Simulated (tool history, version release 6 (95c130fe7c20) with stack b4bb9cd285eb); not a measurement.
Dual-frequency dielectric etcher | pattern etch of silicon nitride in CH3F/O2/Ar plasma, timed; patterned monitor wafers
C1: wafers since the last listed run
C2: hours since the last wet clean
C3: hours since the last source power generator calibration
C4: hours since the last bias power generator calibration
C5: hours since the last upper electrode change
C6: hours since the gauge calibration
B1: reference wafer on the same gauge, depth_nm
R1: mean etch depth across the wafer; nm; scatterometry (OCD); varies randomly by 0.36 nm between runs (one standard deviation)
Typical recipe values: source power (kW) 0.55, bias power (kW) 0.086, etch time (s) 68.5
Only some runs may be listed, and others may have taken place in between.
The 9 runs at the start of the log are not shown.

Run 10, hour 462.8: usual settings; C1 804; C2 233.2; C3 1584.2; C4 2781.6; C5 3888.6; C6 1500.9; B1 45.7. Result: R1 55 nm.
At hour 513.5: gauge calibrated.
Run 11, hour 521: usual settings; C1 402; C2 291.4; C3 1642.4; C4 2839.8; C5 3946.8; C6 7.5; B1 45.6. Result: R1 55.4 nm.
At hour 612.4: bias power generator calibrated.
Run 12, hour 686: usual settings but source power (kW) 0.46; C1 1113; C2 456.4; C3 1807.4; C4 73.6; C5 4111.8; C6 172.5; B1 45.6. Result: R1 53.6 nm.
At hour 736.1: wet clean of the chamber.
Run 13, hour 742.8: usual settings but source power (kW) 0.46; C1 226; C2 6.7; C3 1864.2; C4 130.4; C5 4168.6; C6 229.3; B1 45.6. Result: R1 52.4 nm.
Run 14, hour 802.9: usual settings but source power (kW) 0.46; C1 415; C2 66.8; C3 1924.3; C4 190.5; C5 4228.7; C6 289.4; B1 45.6. Result: R1 52.6 nm.
Run 15, hour 840.8: usual settings but bias power (kW) 0.097, etch time (s) 79.5; C1 262; C2 104.7; C3 1962.2; C4 228.4; C5 4266.6; C6 327.3; B1 45.6. Result: R1 66 nm.
Run 16, hour 866.7: usual settings; C1 179; C2 130.6; C3 1988.1; C4 254.3; C5 4292.5; C6 353.2; B1 45.4. Result: R1 55.4 nm.
At hour 902.6: source power generator calibrated.
Run 17, hour 927.1: usual settings but source power (kW) 0.42; C1 390; C2 191; C3 24.5; C4 314.7; C5 4352.9; C6 413.6; B1 45.5. Result: R1 52.1 nm.
At hour 952.9: upper electrode replaced.
Run 18, hour 973.9: usual settings but source power (kW) 0.6, bias power (kW) 0.106, etch time (s) 75.5; C1 157; C2 237.8; C3 71.3; C4 361.5; C5 21; C6 460.4; B1 45.5. Result: R1 67.5 nm.
Run 19, hour 1017.3: usual settings but source power (kW) 0.63, bias power (kW) 0.08, etch time (s) 54.5; C1 300; C2 281.2; C3 114.7; C4 404.9; C5 64.4; C6 503.8; B1 45.3. Result: R1 44.5 nm.
Run 20, hour 1081.4: usual settings; C1 443; C2 345.3; C3 178.8; C4 469; C5 128.5; C6 567.9; B1 45.6. Result: R1 56.3 nm.
Run 21, hour 1117: usual settings but source power (kW) 0.46; C1 246; C2 380.9; C3 214.4; C4 504.6; C5 164.1; C6 603.5; B1 45.4. Result: R1 54 nm.
Run 22, hour 1141.4: usual settings but source power (kW) 0.66, bias power (kW) 0.095, etch time (s) 49; C1 168; C2 405.3; C3 238.8; C4 529; C5 188.5; C6 627.9; B1 45.5. Result: R1 43.8 nm.
Run 23, hour 1191: usual settings; C1 343; C2 454.9; C3 288.4; C4 578.6; C5 238.1; C6 677.5; B1 45.5. Result: R1 56.8 nm.
Run 24, hour 1217: usual settings but bias power (kW) 0.102; C1 179; C2 480.9; C3 314.4; C4 604.6; C5 264.1; C6 703.5; B1 45.5. Result: R1 60 nm.
At hour 1336.6: wet clean of the chamber.
Run 25, hour 1337.1: usual settings but bias power (kW) 0.105, etch time (s) 61; C1 664; C2 0.5; C3 434.5; C4 724.7; C5 384.2; C6 823.6; B1 45.5. Result: R1 52.1 nm.
Run 26, hour 1343: usual settings but source power (kW) 0.69, bias power (kW) 0.092, etch time (s) 50; C1 40; C2 6.4; C3 440.4; C4 730.6; C5 390.1; C6 829.5; B1 45.5. Result: R1 42.6 nm.
Run 27, hour 1391.9: usual settings but bias power (kW) 0.105, etch time (s) 61; C1 338; C2 55.3; C3 489.3; C4 779.5; C5 439; C6 878.4; B1 45.5. Result: R1 51.2 nm.
Run 28, hour 1440.3: usual settings; C1 334; C2 103.7; C3 537.7; C4 827.9; C5 487.4; C6 926.8; B1 45.6. Result: R1 54.3 nm.
Run 29, hour 1506.7: usual settings but source power (kW) 0.45; C1 459; C2 170.1; C3 604.1; C4 894.3; C5 553.8; C6 993.2; B1 45.4. Result: R1 52.7 nm.
Run 30, hour 1561.3: usual settings but source power (kW) 0.6, bias power (kW) 0.067; C1 377; C2 224.7; C3 658.7; C4 948.9; C5 608.4; C6 1047.8; B1 45.4. Result: R1 52.3 nm.

4 ways to go on from here, each from the tool as it stands after run 30. What would each give?
Run A, hour 1561.7: usual settings; C1 2; C2 225.1; C3 659.1; C4 949.3; C5 608.8; C6 1048.2; B1 ?. Result: R1 ?.
Run B, hour 1561.7: usual settings but source power (kW) 0.65, etch time (s) 50.5; C1 2; C2 225.1; C3 659.1; C4 949.3; C5 608.8; C6 1048.2; B1 ?. Result: R1 ?.
Run C, hour 1561.7: usual settings but source power (kW) 0.65, bias power (kW) 0.105; C1 2; C2 225.1; C3 659.1; C4 949.3; C5 608.8; C6 1048.2; B1 ?. Result: R1 ?.
Run D, hour 1561.7: usual settings but source power (kW) 0.63, bias power (kW) 0.075; C1 2; C2 225.1; C3 659.1; C4 949.3; C5 608.8; C6 1048.2; B1 ?. Result: R1 ?.

run    B1    R1
  A  45.6  55.3
  B  45.6  42.4
  C  45.6  61.7
  D  45.6  54.5
What these runs would have given with no unlogged condition in the tool:
run    R1
  A  54.4
  B  41.7
  C  60.7
  D  53.6
